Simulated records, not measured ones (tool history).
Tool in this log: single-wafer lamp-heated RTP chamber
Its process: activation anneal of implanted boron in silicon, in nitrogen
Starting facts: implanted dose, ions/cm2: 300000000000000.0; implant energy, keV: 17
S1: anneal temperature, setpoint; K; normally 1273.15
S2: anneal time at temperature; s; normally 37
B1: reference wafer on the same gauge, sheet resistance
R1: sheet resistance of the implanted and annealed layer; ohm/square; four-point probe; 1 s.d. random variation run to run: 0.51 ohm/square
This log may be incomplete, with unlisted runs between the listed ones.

Run 1, hour 0: usual settings; B1 380.23. Result: R1 325.8 ohm/square.
Run 2, hour 25.8: usual settings; B1 380.21. Result: R1 325.8 ohm/square.
Run 3, hour 59.8: usual settings; B1 380.1. Result: R1 324.51 ohm/square.
Run 4, hour 97.8: usual settings; B1 379.77. Result: R1 324.83 ohm/square.
At hour 169.4: pyrometer window cleaned and pyrometer calibrated.
Run 5, hour 174.7: usual settings but S2 50 s; B1 379.95. Result: R1 324.58 ohm/square.
Run 6, hour 205: usual settings but S1 1286.15 K; B1 379.92. Result: R1 323.22 ohm/square.
At hour 234.3: reflector plate cleaned.
Run 7, hour 235.7: usual settings but S1 1286.15 K; B1 379.94. Result: R1 321.41 ohm/square.
Run 8, hour 253.7: usual settings; B1 380.03. Result: R1 324.25 ohm/square.
Run 9, hour 287.5: usual settings; B1 379.92. Result: R1 323.37 ohm/square.
Run 10, hour 322: usual settings; B1 379.83. Result: R1 324.3 ohm/square.
Run 11, hour 357.1: usual settings; B1 380.01. Result: R1 323.47 ohm/square.
Run 12, hour 390.9: usual settings; B1 380.14. Result: R1 324.77 ohm/square.
At hour 399.5: gauge calibrated.
At hour 418.2: pyrometer window cleaned and pyrometer calibrated.
Run 13, hour 422.8: usual settings but S1 1289.15 K, S2 44 s; B1 379.88. Result: R1 320.77 ohm/square.
Run 14, hour 440.5: usual settings but S1 1243.15 K, S2 23 s; B1 380.07. Result: R1 339.72 ohm/square.
Run 15, hour 457.7: usual settings but S1 1294.15 K, S2 43 s; B1 379.71. Result: R1 321.87 ohm/square.
Run 16, hour 479: usual settings; B1 379.87. Result: R1 323.75 ohm/square.
At hour 494.7: reflector plate cleaned, repeated, since the last time left the tool worse.
Run 17, hour 495.2: usual settings but S1 1251.15 K, S2 19 s; B1 379.86. Result: R1 342.42 ohm/square.
Run 18, hour 517.6: usual settings but S1 1286.15 K, S2 58 s; B1 379.85. Result: R1 322.52 ohm/square.
Run 19, hour 551.6: usual settings but S1 1282.15 K; B1 379.85. Result: R1 323.69 ohm/square.
Run 20, hour 564.6: usual settings; B1 379.96. Result: R1 326.07 ohm/square.
Run 21, hour 597.9: usual settings; B1 379.94. Result: R1 327.15 ohm/square.
Run 22, hour 621.5: usual settings but S1 1251.15 K, S2 50 s; B1 379.85. Result: R1 334.14 ohm/square.
Run 23, hour 642.1: usual settings; B1 379.99. Result: R1 326.32 ohm/square.
Run 24, hour 673: usual settings; B1 380.17. Result: R1 325.03 ohm/square.
Run 25, hour 694.6: usual settings but S1 1285.15 K, S2 16 s; B1 380.09. Result: R1 325.29 ohm/square.
At hour 715.7: pyrometer window cleaned and pyrometer calibrated.
Run 26, hour 725.3: usual settings but S1 1284.15 K, S2 57 s; B1 380.16. Result: R1 322.59 ohm/square.
Run 27, hour 775.8: usual settings but S1 1298.15 K, S2 45 s; B1 380.14. Result: R1 320.73 ohm/square.
Run 28, hour 809.7: usual settings but S1 1253.15 K, S2 25 s; B1 380.25. Result: R1 337.28 ohm/square.
Run 29, hour 837.6: usual settings but S1 1291.15 K, S2 30 s; B1 380.1. Result: R1 323.21 ohm/square.
Run 30, hour 863: usual settings; B1 380.01. Result: R1 325.45 ohm/square.
Run 31, hour 894.7: usual settings; B1 379.94. Result: R1 325.68 ohm/square.
Run 32, hour 912: usual settings but S1 1245.15 K, S2 29 s; B1 380.07. Result: R1 342.96 ohm/square.
Run 33, hour 943.7: usual settings but S1 1260.15 K, S2 22 s; B1 379.85. Result: R1 332.93 ohm/square.
Run 34, hour 967.9: usual settings but S2 22 s; B1 379.97. Result: R1 326.84 ohm/square.
At hour 994.7: pyrometer window cleaned and pyrometer calibrated.
Run 35, hour 997: usual settings but S1 1300.15 K, S2 24 s; B1 380.02. Result: R1 322.4 ohm/square.
Run 36, hour 1027.4: usual settings; B1 380. Result: R1 324.51 ohm/square.
Run 37, hour 1060.9: usual settings; B1 379.75. Result: R1 325.69 ohm/square.

3 options for the next run, each taken on its own from the tool as it stands now. Forecast them:
Run A, hour 1061.3: usual settings; B1 ?. Result: R1 ?.
Run B, hour 1061.3: usual settings but S2 48 s; B1 ?. Result: R1 ?.
Run C, hour 1061.3: usual settings but S1 1299.15 K, S2 21 s; B1 ?. Result: R1 ?.

run      B1      R1
  A  380.08  324.91
  B  380.08  324.03
  C  380.08  322.78
What these runs would have given with no unlogged condition in the tool:
run      R1
  A   325.8
  B  324.86
  C   323.1

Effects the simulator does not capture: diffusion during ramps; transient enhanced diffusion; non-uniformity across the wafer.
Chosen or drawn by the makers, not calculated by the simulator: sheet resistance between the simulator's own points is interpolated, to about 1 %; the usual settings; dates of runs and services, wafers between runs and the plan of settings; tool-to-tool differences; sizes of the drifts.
